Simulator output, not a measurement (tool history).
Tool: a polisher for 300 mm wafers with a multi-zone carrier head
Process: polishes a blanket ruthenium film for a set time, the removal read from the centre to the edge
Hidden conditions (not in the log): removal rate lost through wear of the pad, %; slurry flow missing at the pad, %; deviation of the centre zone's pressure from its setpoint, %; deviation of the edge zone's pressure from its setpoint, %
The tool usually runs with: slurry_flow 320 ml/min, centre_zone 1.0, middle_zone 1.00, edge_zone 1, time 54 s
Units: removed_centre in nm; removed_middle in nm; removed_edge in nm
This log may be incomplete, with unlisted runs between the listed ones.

| run | day | slurry_flow | centre_zone | middle_zone | edge_zone | time | wafers since the last listed run | wafers polished on this pad | hours since the slurry nozzle was cleaned | hours since the centre zone pressure was calibrated | hours since the edge zone pressure was calibrated | hours since the carrier head's membrane was replaced | incoming thickness of the incoming film, nm | removed_centre | removed_middle | removed_edge |
|---|---|---|---|---|---|---|---|---|---|---|---|---|---|---|---|---|
| 1 | 0.000 | 320 | 1.0 | 1.00 | 1 | 54 | 0 | 265 | 223.1 | 1067.1 | 138.4 | 857.7 | 591.8 | 50.0 | 50.3 | 50.0 |
| 2 | 1.183 | 320 | 1.0 | 1.00 | 1 | 54 | 281 | 547 | 251.5 | 1095.5 | 166.8 | 886.1 | 591.3 | 50.7 | 50.8 | 49.8 |
| 3 | 2.062 | 320 | 1.0 | 1.00 | 1 | 54 | 209 | 756 | 272.6 | 1116.6 | 187.9 | 907.2 | 594.3 | 50.6 | 49.6 | 50.6 |
|  | 2.842 | worn pad replaced by a new one |
| 4 | 3.242 | 320 | 1.0 | 1.06 | 1 | 54 | 240 | 95 | 300.9 | 1144.9 | 216.2 | 935.5 | 603.5 | 50.9 | 52.8 | 49.0 |
| 5 | 4.275 | 320 | 1.0 | 1.06 | 1 | 54 | 245 | 341 | 325.7 | 1169.7 | 241.0 | 960.3 | 586.0 | 52.2 | 51.7 | 51.3 |
| 6 | 5.346 | 320 | 1.0 | 1.06 | 1 | 54 | 254 | 596 | 351.4 | 1195.4 | 266.7 | 986.0 | 586.0 | 50.9 | 52.9 | 49.9 |
|  | 6.400 | centre zone pressure recalibrated |
| 7 | 6.421 | 320 | 1.0 | 1.00 | 1 | 54 | 235 | 832 | 377.2 | 0.5 | 292.5 | 1011.8 | 590.6 | 50.7 | 49.6 | 49.7 |
|  | 7.050 | worn pad replaced by a new one |
| 8 | 7.362 | 320 | 1.0 | 1.00 | 1 | 54 | 184 | 74 | 399.8 | 23.1 | 315.1 | 1034.4 | 588.0 | 50.5 | 50.4 | 49.6 |
| 9 | 8.642 | 320 | 1.0 | 0.89 | 1 | 38 | 304 | 378 | 430.5 | 53.8 | 345.8 | 1065.1 | 595.7 | 35.9 | 32.5 | 35.4 |
|  | 8.833 | slurry nozzle cleaned |
| 10 | 9.642 | 320 | 0.9 | 1.00 | 1 | 62 | 228 | 606 | 19.4 | 77.8 | 369.8 | 1089.1 | 588.9 | 51.5 | 57.1 | 57.6 |

Predict the results of run 11:
| 11 | 11.004 | 320 | 1.0 | 1.00 | 1 | 54 | 324 | 931 | 52.1 | 110.5 | 402.5 | 1121.8 | 593.6 | ? | ? | ? |

Run 11 measured removed_centre 49.3 nm, removed_middle 50.3 nm, removed_edge 49.8 nm.
If the tool had no hidden condition, the same run with the same run-to-run variation would have returned removed_centre 49.3 nm, removed_middle 50.3 nm, removed_edge 49.8 nm.
